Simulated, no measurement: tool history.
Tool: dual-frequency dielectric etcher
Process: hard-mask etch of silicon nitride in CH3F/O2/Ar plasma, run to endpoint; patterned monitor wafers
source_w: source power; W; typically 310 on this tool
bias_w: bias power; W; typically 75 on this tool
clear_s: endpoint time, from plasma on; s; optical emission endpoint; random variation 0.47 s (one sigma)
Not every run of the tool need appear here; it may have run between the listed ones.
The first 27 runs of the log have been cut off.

| run | hour | source_w | bias_w | wafers since the last listed run | hours since the last wet clean | hours since the last source power generator calibration | hours since the last bias power generator calibration | hours since the last upper electrode change | incoming incoming film thickness, nm | clear_s |
|---|---|---|---|---|---|---|---|---|---|---|
| 28 | 1866.8 | 310 | 75 | 1101 | 208.9 | 764.3 | 1396.6 | 1340.7 | 48.93 | 76.9 |
| 29 | 1927.7 | 310 | 75 | 623 | 269.8 | 825.2 | 1457.5 | 1401.6 | 49.43 | 79.2 |
| 30 | 1974.1 | 310 | 75 | 475 | 316.2 | 871.6 | 1503.9 | 1448 | 49.31 | 79 |
| 31 | 2071.2 | 350 | 83 | 994 | 413.3 | 968.7 | 1601 | 1545.1 | 48.81 | 71.8 |
| 32 | 2123.1 | 270 | 92 | 531 | 465.2 | 1020.6 | 1652.9 | 1597 | 49.09 | 75.1 |
|  | 2234.7 | wet clean of the chamber |
| 33 | 2235.2 | 240 | 75 | 902 | 0.5 | 1132.7 | 1765 | 1709.1 | 49.06 | 83.2 |
| 34 | 2321.7 | 310 | 75 | 885 | 87 | 1219.2 | 1851.5 | 1795.6 | 49.12 | 76.5 |
| 35 | 2429.4 | 250 | 94 | 1103 | 194.7 | 1326.9 | 1959.2 | 1903.3 | 48.71 | 73.7 |
| 36 | 2502.7 | 260 | 62 | 750 | 268 | 1400.2 | 2032.5 | 1976.6 | 49.13 | 91.4 |

Below are 3 alternative next runs, each starting from the tool's condition after run 36. Predict each:
| A | 2503.1 | 310 | 63 | 4 | 268.4 | 1400.6 | 2032.9 | 1977 | 49.27 | ? |
| B | 2503.1 | 230 | 90 | 4 | 268.4 | 1400.6 | 2032.9 | 1977 | 49.27 | ? |
| C | 2503.1 | 360 | 82 | 4 | 268.4 | 1400.6 | 2032.9 | 1977 | 49.27 | ? |

| run | clear_s |
|---|---|
| A | 85.3 |
| B | 79 |
| C | 71.2 |
Stripped of hidden state, with their random variation kept, the same runs would have yielded:
| run | clear_s |
|---|---|
| A | 83.5 |
| B | 77.4 |
| C | 69.7 |
